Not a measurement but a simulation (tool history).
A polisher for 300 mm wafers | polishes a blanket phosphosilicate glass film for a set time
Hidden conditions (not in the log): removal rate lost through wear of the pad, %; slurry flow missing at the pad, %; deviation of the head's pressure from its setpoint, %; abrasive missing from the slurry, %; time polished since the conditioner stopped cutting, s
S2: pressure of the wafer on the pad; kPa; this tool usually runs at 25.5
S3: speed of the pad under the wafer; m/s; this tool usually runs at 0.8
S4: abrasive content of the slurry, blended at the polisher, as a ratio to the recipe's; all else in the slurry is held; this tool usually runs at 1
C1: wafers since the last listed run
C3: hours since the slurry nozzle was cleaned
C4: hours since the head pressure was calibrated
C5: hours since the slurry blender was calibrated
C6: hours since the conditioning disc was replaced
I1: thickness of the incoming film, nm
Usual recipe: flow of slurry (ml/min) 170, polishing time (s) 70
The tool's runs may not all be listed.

run 1 day=0 | flow_of_slurry_(ml/min)=170 S2=25.5 S3=0.8 S4=1 polishing_time_(s)=70 | C1=0 wafers_polished_on_this_pad=3225 C3=68.2 C4=176.3 C5=7.5 C6=427.4 | I1=2178.7 | film_removed_(nm)=603.8
run 2 day=1.3 | flow_of_slurry_(ml/min)=170 S2=25.5 S3=0.8 S4=1 polishing_time_(s)=70 | C1=362 wafers_polished_on_this_pad=3587 C3=99.4 C4=207.5 C5=38.7 C6=458.6 | I1=2147.1 | film_removed_(nm)=598.9
run 3 day=2.788 | flow_of_slurry_(ml/min)=170 S2=25.5 S3=0.8 S4=1 polishing_time_(s)=70 | C1=414 wafers_polished_on_this_pad=4002 C3=135.1 C4=243.2 C5=74.4 C6=494.3 | I1=2190.4 | film_removed_(nm)=595.6
-- day=2.942 conditioning disc replaced and pad reconditioned
-- day=4.821 worn pad replaced by a new one
run 4 day=4.971 | flow_of_slurry_(ml/min)=170 S2=25.5 S3=0.8 S4=1 polishing_time_(s)=50 | C1=539 wafers_polished_on_this_pad=42 C3=187.5 C4=295.6 C5=126.8 C6=48.7 | I1=2191.1 | film_removed_(nm)=429.8
run 5 day=6.012 | flow_of_slurry_(ml/min)=145 S2=25.5 S3=0.8 S4=1 polishing_time_(s)=51 | C1=290 wafers_polished_on_this_pad=332 C3=212.5 C4=320.6 C5=151.8 C6=73.7 | I1=2150.8 | film_removed_(nm)=421.8
run 6 day=8.138 | flow_of_slurry_(ml/min)=110 S2=33.1 S3=0.8 S4=0.85 polishing_time_(s)=91 | C1=592 wafers_polished_on_this_pad=924 C3=263.5 C4=371.6 C5=202.8 C6=124.7 | I1=2218.7 | film_removed_(nm)=838.7
run 7 day=10.962 | flow_of_slurry_(ml/min)=205 S2=17.2 S3=0.54 S4=1 polishing_time_(s)=70 | C1=787 wafers_polished_on_this_pad=1712 C3=331.3 C4=439.4 C5=270.6 C6=192.5 | I1=2207.9 | film_removed_(nm)=324.2
-- day=18.638 head pressure recalibrated
run 8 day=19.658 | flow_of_slurry_(ml/min)=170 S2=31 S3=0.8 S4=1 polishing_time_(s)=70 | C1=2401 wafers_polished_on_this_pad=4113 C3=540 C4=24.5 C5=479.3 C6=401.2 | I1=2210.7 | film_removed_(nm)=770.5
-- day=20.271 slurry blender recalibrated
-- day=20.296 conditioning disc replaced and pad reconditioned
run 9 day=21.188 | flow_of_slurry_(ml/min)=225 S2=25.5 S3=0.8 S4=1.25 polishing_time_(s)=84 | C1=396 wafers_polished_on_this_pad=4510 C3=576.7 C4=61.2 C5=22 C6=21.4 | I1=2197.7 | film_removed_(nm)=871.3
-- day=22.083 slurry nozzle cleaned
run 10 day=22.258 | flow_of_slurry_(ml/min)=170 S2=33.8 S3=0.8 S4=1 polishing_time_(s)=58 | C1=286 wafers_polished_on_this_pad=4797 C3=4.2 C4=86.9 C5=47.7 C6=47.1 | I1=2206.6 | film_removed_(nm)=676.7
run 11 day=23.979 | flow_of_slurry_(ml/min)=170 S2=22.8 S3=0.8 S4=1 polishing_time_(s)=70 | C1=479 wafers_polished_on_this_pad=5277 C3=45.5 C4=128.2 C5=89 C6=88.4 | I1=2174.6 | film_removed_(nm)=554.7
-- day=24.483 worn pad replaced by a new one
run 12 day=26.512 | flow_of_slurry_(ml/min)=225 S2=25.5 S3=0.8 S4=1 polishing_time_(s)=70 | C1=659 wafers_polished_on_this_pad=566 C3=106.3 C4=189 C5=149.8 C6=149.2 | I1=2213.4 | film_removed_(nm)=635.7
run 13 day=29.188 | flow_of_slurry_(ml/min)=170 S2=25.5 S3=0.8 S4=1 polishing_time_(s)=70 | C1=745 wafers_polished_on_this_pad=1311 C3=170.5 C4=253.2 C5=214 C6=213.4 | I1=2151.9 | film_removed_(nm)=611.5
run 14 day=31.967 | flow_of_slurry_(ml/min)=170 S2=25.5 S3=0.8 S4=0.8 polishing_time_(s)=70 | C1=774 wafers_polished_on_this_pad=2086 C3=237.2 C4=319.9 C5=280.7 C6=280.1 | I1=2205.5 | film_removed_(nm)=536.7
run 15 day=33.979 | flow_of_slurry_(ml/min)=170 S2=25.5 S3=0.8 S4=1 polishing_time_(s)=70 | C1=561 wafers_polished_on_this_pad=2647 C3=285.5 C4=368.2 C5=329 C6=328.4 | I1=2158.8 | film_removed_(nm)=608.2
run 16 day=36.479 | flow_of_slurry_(ml/min)=170 S2=25.5 S3=0.68 S4=1 polishing_time_(s)=70 | C1=697 wafers_polished_on_this_pad=3344 C3=345.5 C4=428.2 C5=389 C6=388.4 | I1=2175 | film_removed_(nm)=544
-- day=36.721 slurry blender recalibrated
run 17 day=38.642 | flow_of_slurry_(ml/min)=170 S2=25.5 S3=0.8 S4=1 polishing_time_(s)=70 | C1=579 wafers_polished_on_this_pad=3924 C3=397.4 C4=480.1 C5=46.1 C6=440.3 | I1=2141.8 | film_removed_(nm)=599.5
run 18 day=41.529 | flow_of_slurry_(ml/min)=170 S2=25.5 S3=0.8 S4=1 polishing_time_(s)=70 | C1=805 wafers_polished_on_this_pad=4729 C3=466.7 C4=549.4 C5=115.4 C6=509.6 | I1=2187 | film_removed_(nm)=606.6
-- day=42.308 conditioning disc replaced and pad reconditioned
-- day=42.846 slurry nozzle cleaned
-- day=43.479 worn pad replaced by a new one
run 19 day=44.275 | flow_of_slurry_(ml/min)=170 S2=25.5 S3=0.8 S4=1 polishing_time_(s)=70 | C1=684 wafers_polished_on_this_pad=221 C3=34.3 C4=615.3 C5=181.3 C6=47.2 | I1=2213.2 | film_removed_(nm)=602
-- day=45.896 head pressure recalibrated
run 20 day=46.442 | flow_of_slurry_(ml/min)=170 S2=25.5 S3=0.8 S4=1.25 polishing_time_(s)=70 | C1=580 wafers_polished_on_this_pad=802 C3=86.3 C4=13.1 C5=233.3 C6=99.2 | I1=2219.4 | film_removed_(nm)=696.4
run 21 day=48.517 | flow_of_slurry_(ml/min)=170 S2=34.5 S3=0.8 S4=1 polishing_time_(s)=77 | C1=578 wafers_polished_on_this_pad=1381 C3=136.1 C4=62.9 C5=283.1 C6=149 | I1=2197.2 | film_removed_(nm)=915.9
run 22 day=49.975 | flow_of_slurry_(ml/min)=170 S2=25.5 S3=0.8 S4=0.75 polishing_time_(s)=70 | C1=406 wafers_polished_on_this_pad=1787 C3=171.1 C4=97.9 C5=318.1 C6=184 | I1=2184.1 | film_removed_(nm)=510.2
-- day=53.646 slurry blender recalibrated
run 23 day=54.508 | flow_of_slurry_(ml/min)=170 S2=27.6 S3=0.96 S4=1.1 polishing_time_(s)=86 | C1=1240 wafers_polished_on_this_pad=3028 C3=279.9 C4=206.7 C5=20.7 C6=292.8 | I1=2182.6 | film_removed_(nm)=950.3
run 24 day=55.583 | flow_of_slurry_(ml/min)=170 S2=25.5 S3=0.62 S4=1 polishing_time_(s)=70 | C1=299 wafers_polished_on_this_pad=3328 C3=305.7 C4=232.5 C5=46.5 C6=318.6 | I1=2200.1 | film_removed_(nm)=511.3

Forecast each of these 5 alternatives for the next run:
run A day=55.604 | flow_of_slurry_(ml/min)=170 S2=25.5 S3=0.8 S4=1 polishing_time_(s)=70 | C1=5 wafers_polished_on_this_pad=3334 C3=306.2 C4=233 C5=47 C6=319.1 | I1=2184.9 | film_removed_(nm)=?
run B day=55.604 | flow_of_slurry_(ml/min)=170 S2=30.3 S3=1.06 S4=0.85 polishing_time_(s)=53 | C1=5 wafers_polished_on_this_pad=3334 C3=306.2 C4=233 C5=47 C6=319.1 | I1=2184.9 | film_removed_(nm)=?
run C day=55.604 | flow_of_slurry_(ml/min)=135 S2=25.5 S3=0.8 S4=1 polishing_time_(s)=70 | C1=5 wafers_polished_on_this_pad=3334 C3=306.2 C4=233 C5=47 C6=319.1 | I1=2184.9 | film_removed_(nm)=?
run D day=55.604 | flow_of_slurry_(ml/min)=170 S2=20 S3=0.8 S4=1 polishing_time_(s)=70 | C1=5 wafers_polished_on_this_pad=3334 C3=306.2 C4=233 C5=47 C6=319.1 | I1=2184.9 | film_removed_(nm)=?
run E day=55.604 | flow_of_slurry_(ml/min)=145 S2=25.5 S3=0.8 S4=1 polishing_time_(s)=70 | C1=5 wafers_polished_on_this_pad=3334 C3=306.2 C4=233 C5=47 C6=319.1 | I1=2184.9 | film_removed_(nm)=?

run=A film_removed_(nm)=599.4
run=B film_removed_(nm)=593.9
run=C film_removed_(nm)=573.5
run=D film_removed_(nm)=469.8
run=E film_removed_(nm)=582.1
With the hidden condition removed and each run's random variation left untouched, the same runs would have given:
run=A film_removed_(nm)=619.8
run=B film_removed_(nm)=614.1
run=C film_removed_(nm)=593
run=D film_removed_(nm)=485.8
run=E film_removed_(nm)=601.9
